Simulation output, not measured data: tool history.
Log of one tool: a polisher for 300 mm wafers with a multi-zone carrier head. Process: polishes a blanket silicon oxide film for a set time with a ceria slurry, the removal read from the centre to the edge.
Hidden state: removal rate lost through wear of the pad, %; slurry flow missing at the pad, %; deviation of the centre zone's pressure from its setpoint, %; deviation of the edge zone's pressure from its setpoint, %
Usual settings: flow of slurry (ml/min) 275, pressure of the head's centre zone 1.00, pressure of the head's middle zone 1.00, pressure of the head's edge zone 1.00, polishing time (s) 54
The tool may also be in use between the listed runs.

run     day  flow of slurry (ml/min)  pressure of the head's centre zone  pressure of the head's middle zone  pressure of the head's edge zone  polishing time (s)  wafers since the last listed run  wafers polished on this pad  hours since the slurry nozzle was cleaned  hours since the centre zone pressure was calibrated  hours since the edge zone pressure was calibrated  hours since the carrier head's membrane was replaced  incoming thickness of the incoming film, nm  film removed at the wafer's centre (Å)  film removed at mid-radius (Å)  film removed at the wafer's edge (Å)
  1   0.000                      240                                1.06                                1.00                              1.00                  54                                 0                         2034                                      463.3                                                446.3                                              440.1                                                1322.1                                        894.7                                    1432                            1480                                  1469
      1.262  -- slurry nozzle cleaned
  2   2.742                      275                                1.00                                1.00                              1.00                  54                               828                         2862                                       35.5                                                512.1                                              505.9                                                1387.9                                        882.2                                    1350                            1490                                  1454
  3   4.467                      275                                1.00                                1.00                              1.00                  54                               529                         3392                                       76.9                                                553.5                                              547.3                                                1429.3                                        881.1                                    1349                            1528                                  1514
      4.633  -- centre zone pressure recalibrated
      5.029  -- worn pad replaced by a new one
  4   8.892                      275                                1.00                                1.00                              1.00                  54                              1281                         1185                                      183.1                                                102.2                                              653.5                                                1535.5                                        887.1                                    1506                            1515                                  1506
  5  12.754                      275                                1.00                                1.00                              1.00                  54                              1185                         2371                                      275.8                                                194.9                                              746.2                                                1628.2                                        892.9                                    1491                            1514                                  1488
  6  15.296                      275                                1.00                                1.00                              1.00                  54                               780                         3151                                      336.8                                                255.9                                              807.2                                                1689.2                                        889.9                                    1469                            1494                                  1500
  7  17.858                      275                                1.00                                1.00                              1.00                  54                               786                         3938                                      398.3                                                317.4                                              868.7                                                1750.7                                        881.7                                    1456                            1520                                  1494
     18.317  -- worn pad replaced by a new one
  8  20.617                      275                                1.00                                1.00                              1.00                  54                               795                          705                                      464.5                                                383.6                                              934.9                                                1816.9                                        877.7                                    1428                            1486                                  1517
     22.546  -- carrier head's membrane replaced by a new one
  9  22.567                      275                                1.00                                1.00                              1.00                  54                               534                         1240                                      511.3                                                430.4                                              981.7                                                   0.5                                        880.0                                    1422                            1506                                  1528
     23.200  -- slurry nozzle cleaned
 10  23.967                      275                                0.96                                1.00                              1.00                  54                               416                         1657                                       18.4                                                464.0                                             1015.3                                                  34.1                                        880.0                                    1349                            1527                                  1514
     24.888  -- centre zone pressure recalibrated
     25.054  -- edge zone pressure recalibrated
 11  27.392                      275                                1.00                                0.96                              1.03                  43                              1000                         2657                                      100.6                                                 60.1                                               56.1                                                 116.3                                        879.6                                    1183                            1190                                  1195
 12  29.492                      275                                0.91                                1.09                              1.00                  54                               644                         3302                                      151.0                                                110.5                                              106.5                                                 166.7                                        889.1                                    1363                            1623                                  1473
     30.000  -- worn pad replaced by a new one
 13  31.525                      230                                1.00                                1.00                              0.95                  54                               573                          468                                      199.8                                                159.3                                              155.3                                                 215.5                                        874.7                                    1451                            1473                                  1462
 14  34.279                      275                                1.00                                1.00                              1.00                  54                               845                         1314                                      265.9                                                225.4                                              221.4                                                 281.6                                        884.2                                    1488                            1518                                  1512
 15  38.675                      220                                1.06                                1.00                              0.91                  54                              1349                         2663                                      371.4                                                330.9                                              326.9                                                 387.1                                        876.5                                    1471                            1458                                  1401
     41.892  -- worn pad replaced by a new one
 16  42.912                      275                                0.88                                1.00                              1.00                  54                              1249                          313                                      473.1                                                432.6                                              428.6                                                 488.8                                        881.9                                    1267                            1503                                  1499
     43.938  -- centre zone pressure recalibrated
     45.467  -- slurry nozzle cleaned
 17  46.496                      275                                1.00                                0.90                              1.00                  69                              1061                         1375                                       24.7                                                 61.4                                              514.6                                                 574.8                                        869.0                                    1900                            1845                                  1921
 18  50.596                      275                                1.00                                1.10                              1.00                  54                              1258                         2634                                      123.1                                                159.8                                              613.0                                                 673.2                                        863.4                                    1487                            1578                                  1481
 19  53.542                      275                                1.00                                1.00                              1.00                  54                               904                         3538                                      193.8                                                230.5                                              683.7                                                 743.9                                        875.3                                    1468                            1511                                  1514
     54.533  -- worn pad replaced by a new one
 20  58.092                      275                                1.00                                1.06                              1.00                  54                              1345                         1092                                      303.0                                                339.7                                              792.9                                                 853.1                                        892.6                                    1433                            1563                                  1480
 21  59.933                      275                                0.90                                1.00                              1.00                  54                               565                         1657                                      347.2                                                383.9                                              837.1                                                 897.3                                        878.1                                    1290                            1516                                  1511

4 ways to go on from here, each from the tool as it stands after run 21. What would each give?
  A  59.950                      275                                0.93                                1.00                              1.00                  54                                 5                         1662                                      347.6                                                384.3                                              837.5                                                 897.7                                        875.6                                       ?                               ?                                     ?
  B  59.950                      190                                1.00                                1.00                              1.00                  73                                 5                         1662                                      347.6                                                384.3                                              837.5                                                 897.7                                        875.6                                       ?                               ?                                     ?
  C  59.950                      200                                1.04                                1.12                              1.00                  42                                 5                         1662                                      347.6                                                384.3                                              837.5                                                 897.7                                        875.6                                       ?                               ?                                     ?
  D  59.950                      275                                1.03                                1.00                              1.00                  54                                 5                         1662                                      347.6                                                384.3                                              837.5                                                 897.7                                        875.6                                       ?                               ?                                     ?

run  film removed at the wafer's centre (Å)  film removed at mid-radius (Å)  film removed at the wafer's edge (Å)
  A                                    1340                            1527                                  1486
  B                                    1826                            1955                                  1929
  C                                    1102                            1212                                  1116
  D                                    1475                            1526                                  1486
Without the tool's hidden state the same runs would have given:
run  film removed at the wafer's centre (Å)  film removed at mid-radius (Å)  film removed at the wafer's edge (Å)
  A                                    1404                            1527                                  1486
  B                                    1912                            1954                                  1929
  C                                    1154                            1211                                  1116
  D                                    1545                            1526                                  1486
